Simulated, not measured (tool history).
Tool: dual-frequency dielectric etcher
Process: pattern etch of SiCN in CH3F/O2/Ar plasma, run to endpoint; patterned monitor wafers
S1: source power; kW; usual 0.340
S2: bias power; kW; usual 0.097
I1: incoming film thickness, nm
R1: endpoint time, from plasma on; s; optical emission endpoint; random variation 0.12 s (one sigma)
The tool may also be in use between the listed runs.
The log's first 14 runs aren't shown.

{"run": 15, "hour": 1224.2, "S1": 0.3, "S2": 0.107, "I1": 7.84, "R1": 19.8}
{"run": 16, "hour": 1321.5, "S1": 0.27, "S2": 0.08, "I1": 7.79, "R1": 23.3}
{"hour": 1351.5, "done": "wet clean of the chamber"}
{"run": 17, "hour": 1396.3, "S1": 0.36, "S2": 0.081, "I1": 7.73, "R1": 21.3}
{"hour": 1435.5, "done": "upper electrode replaced"}
{"run": 18, "hour": 1486.1, "S1": 0.37, "S2": 0.085, "I1": 7.86, "R1": 21.1}
{"run": 19, "hour": 1550.5, "S1": 0.28, "S2": 0.109, "I1": 7.8, "R1": 19.9}
{"run": 20, "hour": 1647.2, "S1": 0.34, "S2": 0.097, "I1": 7.77, "R1": 19.9}
{"hour": 1712.8, "done": "bias power generator calibrated"}
{"run": 21, "hour": 1737.3, "S1": 0.3, "S2": 0.09, "I1": 7.82, "R1": 21.5}
{"run": 22, "hour": 1799.3, "S1": 0.34, "S2": 0.097, "I1": 7.86, "R1": 20.0}
{"run": 23, "hour": 1848.3, "S1": 0.41, "S2": 0.108, "I1": 7.74, "R1": 17.9}
{"hour": 1925.7, "done": "wet clean of the chamber"}
{"run": 24, "hour": 1926.2, "S1": 0.42, "S2": 0.103, "I1": 7.74, "R1": 18.4}
{"run": 25, "hour": 2223.1, "S1": 0.28, "S2": 0.097, "I1": 7.82, "R1": 21.4}
{"run": 26, "hour": 2287.2, "S1": 0.36, "S2": 0.109, "I1": 7.75, "R1": 18.6}
{"run": 27, "hour": 2383.9, "S1": 0.31, "S2": 0.116, "I1": 7.81, "R1": 18.9}
{"run": 28, "hour": 2488.3, "S1": 0.4, "S2": 0.097, "I1": 7.82, "R1": 19.2}
{"hour": 2533.6, "done": "wet clean of the chamber"}
{"run": 29, "hour": 2534.1, "S1": 0.34, "S2": 0.109, "I1": 7.79, "R1": 19.0}
{"run": 30, "hour": 2578.3, "S1": 0.34, "S2": 0.097, "I1": 7.86, "R1": 20.2}

Forecast each of these 4 alternatives for the next run:
{"run": "A", "hour": 2578.7, "S1": 0.34, "S2": 0.11, "I1": 7.83, "R1": "?"}
{"run": "B", "hour": 2578.7, "S1": 0.4, "S2": 0.088, "I1": 7.83, "R1": "?"}
{"run": "C", "hour": 2578.7, "S1": 0.39, "S2": 0.088, "I1": 7.83, "R1": "?"}
{"run": "D", "hour": 2578.7, "S1": 0.38, "S2": 0.104, "I1": 7.83, "R1": "?"}

run=A R1=19.0
run=B R1=20.2
run=C R1=20.4
run=D R1=18.9
Without the tool's hidden state the same runs would have given:
run=A R1=19.0
run=B R1=20.2
run=C R1=20.4
run=D R1=18.9

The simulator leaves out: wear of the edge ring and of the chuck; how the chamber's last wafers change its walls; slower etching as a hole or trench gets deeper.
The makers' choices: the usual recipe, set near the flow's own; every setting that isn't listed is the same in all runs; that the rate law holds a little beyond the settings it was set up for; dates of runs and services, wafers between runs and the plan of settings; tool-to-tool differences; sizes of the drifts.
